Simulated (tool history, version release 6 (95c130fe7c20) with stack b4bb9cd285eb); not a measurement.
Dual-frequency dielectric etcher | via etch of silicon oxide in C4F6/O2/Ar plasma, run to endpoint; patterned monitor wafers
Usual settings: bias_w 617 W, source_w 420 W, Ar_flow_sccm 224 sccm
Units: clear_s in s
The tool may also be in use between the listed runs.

run	hour	bias_w	source_w	Ar_flow_sccm	wafers since the last listed run	hours since the last wet clean	hours since the last bias power generator calibration	hours since the last source power generator calibration	hours since the last Ar flow controller change	hours since the last upper electrode change	incoming incoming film thickness, nm	clear_s
1	0.0	617	420	224	0	292.4	1681.0	3782.9	5294.3	3775.8	94.1	16.9
2	53.5	617	420	224	431	345.9	1734.5	3836.4	5347.8	3829.3	94.4	16.8
3	150.8	617	420	257	785	443.2	1831.8	3933.7	5445.1	3926.6	94.3	16.8
4	206.5	617	420	224	449	498.9	1887.5	3989.4	5500.8	3982.3	94.9	17.0
# hour 236.2: wet clean of the chamber
5	276.3	617	420	224	369	40.1	1957.3	4059.2	5570.6	4052.1	95.1	17.1
6	324.8	617	420	224	391	88.6	2005.8	4107.7	5619.1	4100.6	95.3	17.1
7	383.2	539	420	224	471	147.0	2064.2	4166.1	5677.5	4159.0	93.4	17.7
8	431.5	539	420	224	389	195.3	2112.5	4214.4	5725.8	4207.3	93.6	17.7
9	499.8	539	420	224	551	263.6	2180.8	4282.7	5794.1	4275.6	94.5	17.9
10	604.6	617	420	224	845	368.4	2285.6	4387.5	5898.9	4380.4	94.8	17.0
# hour 628.1: source power generator calibrated
11	644.4	617	420	224	288	408.2	2325.4	16.3	5938.7	4420.2	93.9	16.7
# hour 686.5: wet clean of the chamber
12	732.5	617	420	224	517	46.0	2413.5	104.4	6026.8	4508.3	95.1	17.1
13	778.9	617	420	224	374	92.4	2459.9	150.8	6073.2	4554.7	93.3	16.5
# hour 802.9: bias power generator calibrated
# hour 815.2: upper electrode replaced
14	866.7	680	370	269	577	180.2	63.8	238.6	6161.0	51.5	92.9	17.1
15	907.5	617	350	203	329	221.0	104.6	279.4	6201.8	92.3	94.4	18.0
16	978.9	617	420	224	576	292.4	176.0	350.8	6273.2	163.7	93.7	16.6
# hour 1030.7: Ar flow controller replaced
17	1086.2	617	500	205	817	399.7	283.3	458.1	55.5	271.0	93.9	15.6
# hour 1121.5: wet clean of the chamber
18	1152.1	617	420	224	338	30.6	349.2	524.0	121.4	336.9	93.8	16.7
19	1407.0	617	420	224	2057	285.5	604.1	778.9	376.3	591.8	94.1	16.8
20	1458.9	617	320	224	418	337.4	656.0	830.8	428.2	643.7	94.7	19.1
21	1504.8	617	420	243	370	383.3	701.9	876.7	474.1	689.6	94.6	17.0
22	1549.7	617	420	224	362	428.2	746.8	921.6	519.0	734.5	93.6	16.7
# hour 1576.3: wet clean of the chamber
23	1626.8	562	360	172	428	50.5	823.9	998.7	596.1	811.6	95.3	18.6
24	1691.1	766	340	243	518	114.8	888.2	1063.0	660.4	875.9	95.0	16.9
25	1739.7	617	420	224	392	163.4	936.8	1111.6	709.0	924.5	95.3	17.0
26	1788.6	617	420	224	394	212.3	985.7	1160.5	757.9	973.4	93.7	16.6
27	1834.0	682	350	198	366	257.7	1031.1	1205.9	803.3	1018.8	94.4	17.2
28	2050.0	617	450	279	1743	473.7	1247.1	1421.9	1019.3	1234.8	94.4	16.7
# hour 2132.1: wet clean of the chamber
29	2186.6	617	420	224	908	54.5	1383.7	1558.5	1155.9	1371.4	94.6	16.6
30	2275.2	617	340	187	715	143.1	1472.3	1647.1	1244.5	1460.0	95.2	18.5

3 ways to go on from here, each from the tool as it stands after run 30. What would each give?
A	2275.6	617	420	201	3	143.5	1472.7	1647.5	1244.9	1460.4	94.9	?
B	2275.6	689	490	224	3	143.5	1472.7	1647.5	1244.9	1460.4	94.9	?
C	2275.6	504	510	224	3	143.5	1472.7	1647.5	1244.9	1460.4	94.9	?

run	clear_s
A	16.6
B	15.0
C	17.0
Without the tool's hidden state the same runs would have given:
run	clear_s
A	16.6
B	15.0
C	17.0
